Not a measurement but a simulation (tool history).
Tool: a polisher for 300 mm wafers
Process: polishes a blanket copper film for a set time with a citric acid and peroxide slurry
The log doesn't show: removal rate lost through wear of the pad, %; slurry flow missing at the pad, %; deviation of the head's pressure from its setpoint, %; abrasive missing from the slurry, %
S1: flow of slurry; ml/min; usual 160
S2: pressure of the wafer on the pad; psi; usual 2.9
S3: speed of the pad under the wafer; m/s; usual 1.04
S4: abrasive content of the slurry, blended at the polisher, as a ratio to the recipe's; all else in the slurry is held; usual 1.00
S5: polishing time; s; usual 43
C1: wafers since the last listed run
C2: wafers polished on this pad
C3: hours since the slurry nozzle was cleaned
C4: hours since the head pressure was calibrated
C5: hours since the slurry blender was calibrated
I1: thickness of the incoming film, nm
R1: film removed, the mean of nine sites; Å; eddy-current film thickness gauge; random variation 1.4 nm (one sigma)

{"run": 1, "day": 0.0, "S1": 150, "S2": 2.9, "S3": 1.04, "S4": 1.0, "S5": 33, "C1": 0, "C2": 5767, "C3": 568.4, "C4": 190.3, "C5": 386.9, "I1": 500.0, "R1": 630}
{"run": 2, "day": 1.958, "S1": 160, "S2": 2.9, "S3": 1.04, "S4": 0.95, "S5": 43, "C1": 494, "C2": 6262, "C3": 615.4, "C4": 237.3, "C5": 433.9, "I1": 493.4, "R1": 814}
{"day": 2.154, "done": "slurry nozzle cleaned"}
{"day": 2.375, "done": "worn pad replaced by a new one, of another model than before"}
{"run": 3, "day": 4.2, "S1": 160, "S2": 2.9, "S3": 1.04, "S4": 0.95, "S5": 43, "C1": 513, "C2": 460, "C3": 49.1, "C4": 291.1, "C5": 487.7, "I1": 503.3, "R1": 919}
{"day": 4.546, "done": "slurry blender recalibrated"}
{"run": 4, "day": 8.579, "S1": 160, "S2": 2.9, "S3": 1.04, "S4": 1.0, "S5": 43, "C1": 1085, "C2": 1546, "C3": 154.2, "C4": 396.2, "C5": 96.8, "I1": 494.6, "R1": 900}
{"run": 5, "day": 12.2, "S1": 160, "S2": 2.9, "S3": 1.04, "S4": 1.0, "S5": 43, "C1": 915, "C2": 2461, "C3": 241.1, "C4": 483.1, "C5": 183.7, "I1": 494.2, "R1": 879}
{"run": 6, "day": 15.717, "S1": 160, "S2": 2.9, "S3": 1.04, "S4": 1.0, "S5": 43, "C1": 888, "C2": 3350, "C3": 325.5, "C4": 567.5, "C5": 268.1, "I1": 505.2, "R1": 880}
{"run": 7, "day": 19.217, "S1": 160, "S2": 2.9, "S3": 1.04, "S4": 0.8, "S5": 43, "C1": 884, "C2": 4234, "C3": 409.5, "C4": 651.5, "C5": 352.1, "I1": 508.4, "R1": 807}
{"run": 8, "day": 21.096, "S1": 160, "S2": 2.9, "S3": 1.04, "S4": 0.8, "S5": 43, "C1": 474, "C2": 4709, "C3": 454.6, "C4": 696.6, "C5": 397.2, "I1": 497.9, "R1": 797}
{"run": 9, "day": 23.45, "S1": 160, "S2": 2.9, "S3": 1.04, "S4": 0.8, "S5": 43, "C1": 594, "C2": 5304, "C3": 511.1, "C4": 753.1, "C5": 453.7, "I1": 496.7, "R1": 798}
{"day": 25.9, "done": "head pressure recalibrated"}
{"day": 26.767, "done": "slurry nozzle cleaned"}
{"day": 28.283, "done": "slurry blender recalibrated"}
{"day": 28.604, "done": "worn pad replaced by a new one"}
{"run": 10, "day": 35.417, "S1": 160, "S2": 2.9, "S3": 1.04, "S4": 1.0, "S5": 52, "C1": 2929, "C2": 1721, "C3": 207.6, "C4": 228.4, "C5": 171.2, "I1": 498.7, "R1": 1088}
{"run": 11, "day": 37.796, "S1": 160, "S2": 2.9, "S3": 1.04, "S4": 1.0, "S5": 43, "C1": 601, "C2": 2323, "C3": 264.7, "C4": 285.5, "C5": 228.3, "I1": 497.8, "R1": 894}
{"run": 12, "day": 42.233, "S1": 160, "S2": 2.9, "S3": 1.04, "S4": 1.0, "S5": 43, "C1": 1121, "C2": 3444, "C3": 371.2, "C4": 392.0, "C5": 334.8, "I1": 490.0, "R1": 879}
{"run": 13, "day": 45.838, "S1": 160, "S2": 2.9, "S3": 1.24, "S4": 1.0, "S5": 43, "C1": 910, "C2": 4355, "C3": 457.7, "C4": 478.5, "C5": 421.3, "I1": 496.9, "R1": 1006}
{"day": 46.962, "done": "slurry nozzle cleaned"}
{"run": 14, "day": 49.321, "S1": 160, "S2": 3.9, "S3": 1.34, "S4": 1.0, "S5": 43, "C1": 869, "C2": 5225, "C3": 56.6, "C4": 562.1, "C5": 504.9, "I1": 494.3, "R1": 1264}
{"day": 50.646, "done": "slurry blender recalibrated"}
{"day": 52.279, "done": "worn pad replaced by a new one"}
{"run": 15, "day": 52.512, "S1": 160, "S2": 2.0, "S3": 1.04, "S4": 0.85, "S5": 49, "C1": 743, "C2": 59, "C3": 133.2, "C4": 638.7, "C5": 44.8, "I1": 494.8, "R1": 858}
{"run": 16, "day": 55.646, "S1": 160, "S2": 2.9, "S3": 1.04, "S4": 1.0, "S5": 43, "C1": 791, "C2": 850, "C3": 208.4, "C4": 713.9, "C5": 120.0, "I1": 500.5, "R1": 942}
{"run": 17, "day": 57.329, "S1": 210, "S2": 3.3, "S3": 1.36, "S4": 1.0, "S5": 54, "C1": 425, "C2": 1276, "C3": 248.8, "C4": 754.3, "C5": 160.4, "I1": 502.9, "R1": 1664}
{"day": 59.058, "done": "head pressure recalibrated"}
{"run": 18, "day": 59.817, "S1": 160, "S2": 2.9, "S3": 1.04, "S4": 0.8, "S5": 43, "C1": 607, "C2": 1883, "C3": 308.5, "C4": 18.2, "C5": 220.1, "I1": 507.4, "R1": 872}
{"run": 19, "day": 64.225, "S1": 200, "S2": 3.2, "S3": 1.04, "S4": 0.85, "S5": 43, "C1": 1114, "C2": 2997, "C3": 414.3, "C4": 124.0, "C5": 325.9, "I1": 492.6, "R1": 915}
{"run": 20, "day": 68.625, "S1": 160, "S2": 2.9, "S3": 1.04, "S4": 0.85, "S5": 43, "C1": 1111, "C2": 4109, "C3": 519.9, "C4": 229.6, "C5": 431.5, "I1": 498.0, "R1": 836}
{"run": 21, "day": 70.688, "S1": 160, "S2": 2.9, "S3": 1.16, "S4": 1.0, "S5": 54, "C1": 521, "C2": 4631, "C3": 569.4, "C4": 279.1, "C5": 481.0, "I1": 503.6, "R1": 1214}
{"day": 71.0, "done": "slurry nozzle cleaned"}
{"day": 73.779, "done": "worn pad replaced by a new one"}
{"run": 22, "day": 74.133, "S1": 160, "S2": 2.9, "S3": 1.04, "S4": 1.0, "S5": 43, "C1": 818, "C2": 89, "C3": 75.2, "C4": 361.8, "C5": 563.7, "I1": 502.6, "R1": 919}
{"day": 75.529, "done": "slurry blender recalibrated"}
{"run": 23, "day": 75.796, "S1": 160, "S2": 2.9, "S3": 0.86, "S4": 0.85, "S5": 43, "C1": 399, "C2": 488, "C3": 115.1, "C4": 401.7, "C5": 6.4, "I1": 509.2, "R1": 743}
{"run": 24, "day": 79.212, "S1": 180, "S2": 2.9, "S3": 1.04, "S4": 1.1, "S5": 43, "C1": 863, "C2": 1352, "C3": 197.1, "C4": 483.7, "C5": 88.4, "I1": 493.0, "R1": 928}
{"run": 25, "day": 81.196, "S1": 160, "S2": 2.9, "S3": 1.04, "S4": 1.0, "S5": 48, "C1": 501, "C2": 1853, "C3": 244.7, "C4": 531.3, "C5": 136.0, "I1": 492.2, "R1": 987}
{"run": 26, "day": 84.879, "S1": 145, "S2": 2.9, "S3": 1.04, "S4": 1.0, "S5": 37, "C1": 930, "C2": 2784, "C3": 333.1, "C4": 619.7, "C5": 224.4, "I1": 498.7, "R1": 761}
{"run": 27, "day": 88.521, "S1": 160, "S2": 2.9, "S3": 1.04, "S4": 1.25, "S5": 50, "C1": 920, "C2": 3704, "C3": 420.5, "C4": 707.1, "C5": 311.8, "I1": 510.3, "R1": 1081}
{"run": 28, "day": 90.975, "S1": 185, "S2": 2.5, "S3": 0.76, "S4": 0.75, "S5": 43, "C1": 620, "C2": 4324, "C3": 479.4, "C4": 766.0, "C5": 370.7, "I1": 496.8, "R1": 549}
{"run": 29, "day": 92.838, "S1": 160, "S2": 2.9, "S3": 1.04, "S4": 0.7, "S5": 43, "C1": 470, "C2": 4795, "C3": 524.1, "C4": 810.7, "C5": 415.4, "I1": 502.3, "R1": 788}

5 ways to go on from here, each from the tool as it stands after run 29. What would each give?
{"run": "A", "day": 92.854, "S1": 160, "S2": 2.9, "S3": 1.16, "S4": 1.0, "S5": 43, "C1": 4, "C2": 4799, "C3": 524.5, "C4": 811.1, "C5": 415.8, "I1": 498.5, "R1": "?"}
{"run": "B", "day": 92.854, "S1": 175, "S2": 2.3, "S3": 1.04, "S4": 1.0, "S5": 43, "C1": 4, "C2": 4799, "C3": 524.5, "C4": 811.1, "C5": 415.8, "I1": 498.5, "R1": "?"}
{"run": "C", "day": 92.854, "S1": 160, "S2": 2.9, "S3": 1.04, "S4": 1.3, "S5": 43, "C1": 4, "C2": 4799, "C3": 524.5, "C4": 811.1, "C5": 415.8, "I1": 498.5, "R1": "?"}
{"run": "D", "day": 92.854, "S1": 160, "S2": 1.9, "S3": 1.04, "S4": 1.0, "S5": 43, "C1": 4, "C2": 4799, "C3": 524.5, "C4": 811.1, "C5": 415.8, "I1": 498.5, "R1": "?"}
{"run": "E", "day": 92.854, "S1": 160, "S2": 2.9, "S3": 1.04, "S4": 1.2, "S5": 43, "C1": 4, "C2": 4799, "C3": 524.5, "C4": 811.1, "C5": 415.8, "I1": 498.5, "R1": "?"}

run=A R1=939
run=B R1=748
run=C R1=893
run=D R1=677
run=E R1=878
Without the tool's hidden state the same runs would have given:
run=A R1=1057
run=B R1=842
run=C R1=1005
run=D R1=762
run=E R1=988
